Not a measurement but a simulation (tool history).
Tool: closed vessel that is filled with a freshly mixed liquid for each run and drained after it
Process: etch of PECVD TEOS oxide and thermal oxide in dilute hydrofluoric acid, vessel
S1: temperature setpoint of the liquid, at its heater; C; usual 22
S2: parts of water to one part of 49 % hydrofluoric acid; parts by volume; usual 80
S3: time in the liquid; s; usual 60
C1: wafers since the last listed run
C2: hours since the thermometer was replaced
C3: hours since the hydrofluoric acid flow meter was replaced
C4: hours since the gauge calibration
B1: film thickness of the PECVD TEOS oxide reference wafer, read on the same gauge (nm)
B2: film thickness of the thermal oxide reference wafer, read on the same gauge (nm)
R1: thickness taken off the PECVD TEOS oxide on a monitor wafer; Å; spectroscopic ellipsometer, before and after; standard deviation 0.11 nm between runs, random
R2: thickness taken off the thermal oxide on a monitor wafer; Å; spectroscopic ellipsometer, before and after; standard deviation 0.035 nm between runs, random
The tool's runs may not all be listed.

run,hour,S1,S2,S3,C1,C2,C3,C4,B1,B2,R1,R2
1,0,22,80,60,0,2037.7,2139.7,878.3,100,30.009,127.1,34.51
2,56.7,22,80,60,7489,2094.4,2196.4,935,99.99,30.004,128.1,34.54
3,112,22,80,60,7304,2149.7,2251.7,990.3,100,30.008,128.4,34
4,159.1,22,80,60,6221,2196.8,2298.8,1037.4,100.04,29.996,127.3,33.87
5,228.8,22,80,60,9206,2266.5,2368.5,1107.1,99.96,29.99,128.1,33.92
6,367,22,80,60,18254,2404.7,2506.7,1245.3,100,30,127.8,33.72
# hour 378: gauge calibrated
# hour 431.5: hydrofluoric acid flow meter replaced
7,432,22,80,60,8453,2469.7,0.5,54,99.99,30.002,117.8,31.05
8,491.1,22,80,70,7806,2528.8,59.6,113.1,100.02,30.007,135.5,36.18
9,543.9,20.5,80,35,6974,2581.6,112.4,165.9,99.99,30.024,63.5,16.93
10,614.5,20.5,80,35,9325,2652.2,183,236.5,100,30.012,63.4,17.15
# hour 630.5: thermometer replaced
# hour 634.3: hydrofluoric acid flow meter replaced, repeated, since the last time left the tool worse
11,658.3,22,80,60,5521,27.8,24,280.3,100.04,29.986,138.1,36.95
12,720.4,18,80,60,8202,89.9,86.1,342.4,100,30,116,31.71
13,788,22,80,45,8929,157.5,153.7,410,99.97,29.987,103,27.52
14,841.9,22,80,60,7119,211.4,207.6,463.9,99.99,29.992,136.1,37.46
15,894.4,19,115,40,6934,263.9,260.1,516.4,99.97,29.994,53.9,14.55
16,947.5,22,80,60,7013,317,313.2,569.5,99.98,29.983,135.3,36.45
17,1057.6,26,80,60,14542,427.1,423.3,679.6,99.98,29.995,159.2,42.81
18,1114.8,22,80,35,7555,484.3,480.5,736.8,99.98,29.991,78.2,20.95
19,1149.9,22,45,60,4636,519.4,515.6,771.9,100,30.008,251.3,67.3
20,1184.5,22,80,60,4570,554,550.2,806.5,100.01,29.998,134,35.51

Each run again, without the hidden state but with its own random variation kept:
Hidden state present: liquid hotter than its thermometer reads (K); hydrofluoric acid flow below the setpoint (%); gauge reads high (%).
run,R1,R2
1,138.3,37.55
2,139.7,37.67
3,140.4,37.16
4,139.4,37.08
5,140.6,37.23
6,141,37.22
7,140.9,37.12
8,162.5,43.38
9,76.3,20.33
10,76.4,20.66
11,139.9,37.42
12,117.8,32.19
13,104.8,28
14,138.8,38.19
15,55.1,14.87
16,138.4,37.31
17,163.7,44.01
18,80.5,21.58
19,258.8,69.33
20,138.3,36.66
